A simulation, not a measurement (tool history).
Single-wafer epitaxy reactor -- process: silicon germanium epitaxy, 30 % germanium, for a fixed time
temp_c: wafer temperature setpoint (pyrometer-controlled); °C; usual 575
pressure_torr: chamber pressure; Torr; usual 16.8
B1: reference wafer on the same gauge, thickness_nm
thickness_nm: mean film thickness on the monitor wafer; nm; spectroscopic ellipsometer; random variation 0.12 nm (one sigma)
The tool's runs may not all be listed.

run 1 day=0 | temp_c=565 pressure_torr=16.8 | B1=30.993 | thickness_nm=27.496
run 2 day=1.312 | temp_c=565 pressure_torr=16.8 | B1=30.961 | thickness_nm=27.586
run 3 day=2.412 | temp_c=565 pressure_torr=16.8 | B1=30.896 | thickness_nm=27.478
run 4 day=2.946 | temp_c=575 pressure_torr=16.8 | B1=30.86 | thickness_nm=32.577
run 5 day=3.679 | temp_c=575 pressure_torr=16.8 | B1=30.872 | thickness_nm=32.591
run 6 day=6.275 | temp_c=575 pressure_torr=16.8 | B1=30.784 | thickness_nm=32.209
run 7 day=6.9 | temp_c=575 pressure_torr=15.4 | B1=30.777 | thickness_nm=31.83
run 8 day=7.767 | temp_c=575 pressure_torr=15.4 | B1=30.754 | thickness_nm=31.602
-- day=8.321 showerhead replaced
-- day=8.708 capacitance manometer re-zeroed and calibrated
run 9 day=9.033 | temp_c=575 pressure_torr=15.4 | B1=30.722 | thickness_nm=31.556
run 10 day=9.971 | temp_c=566 pressure_torr=16.8 | B1=30.683 | thickness_nm=27.845
run 11 day=10.725 | temp_c=566 pressure_torr=16.8 | B1=30.665 | thickness_nm=27.502
-- day=11.529 pyrometer calibrated
run 12 day=11.812 | temp_c=580 pressure_torr=19 | B1=30.617 | thickness_nm=36.722
run 13 day=12.421 | temp_c=575 pressure_torr=16.8 | B1=30.61 | thickness_nm=32.35
run 14 day=13.179 | temp_c=579 pressure_torr=16.8 | B1=30.597 | thickness_nm=34.603
-- day=13.496 gauge calibrated
run 15 day=15.775 | temp_c=588 pressure_torr=15 | B1=31.083 | thickness_nm=39.373
run 16 day=18.025 | temp_c=561 pressure_torr=12.9 | B1=31.004 | thickness_nm=23.828
run 17 day=18.854 | temp_c=575 pressure_torr=16.8 | B1=30.954 | thickness_nm=32.656
run 18 day=20.154 | temp_c=584 pressure_torr=18.9 | B1=30.932 | thickness_nm=39.274
run 19 day=21.633 | temp_c=575 pressure_torr=18.7 | B1=30.907 | thickness_nm=33.691
run 20 day=23.058 | temp_c=575 pressure_torr=18.6 | B1=30.841 | thickness_nm=33.577
run 21 day=24.204 | temp_c=567 pressure_torr=13.5 | B1=30.833 | thickness_nm=26.516
run 22 day=24.979 | temp_c=582 pressure_torr=13.6 | B1=30.798 | thickness_nm=34.355
run 23 day=25.621 | temp_c=561 pressure_torr=14.8 | B1=30.786 | thickness_nm=24.602
run 24 day=26.783 | temp_c=575 pressure_torr=16.8 | B1=30.746 | thickness_nm=32.465
run 25 day=27.646 | temp_c=575 pressure_torr=16.8 | B1=30.731 | thickness_nm=32.389

Forecast each of these 3 alternatives for the next run:
run A day=27.662 | temp_c=581 pressure_torr=16.8 | B1=? | thickness_nm=?
run B day=27.662 | temp_c=566 pressure_torr=20.8 | B1=? | thickness_nm=?
run C day=27.662 | temp_c=589 pressure_torr=13.6 | B1=? | thickness_nm=?

run=A B1=30.713 thickness_nm=35.841
run=B B1=30.713 thickness_nm=29.648
run=C B1=30.713 thickness_nm=38.47
What these runs would have given with no unlogged condition in the tool:
run=A thickness_nm=36.28
run=B thickness_nm=30.012
run=C thickness_nm=38.941
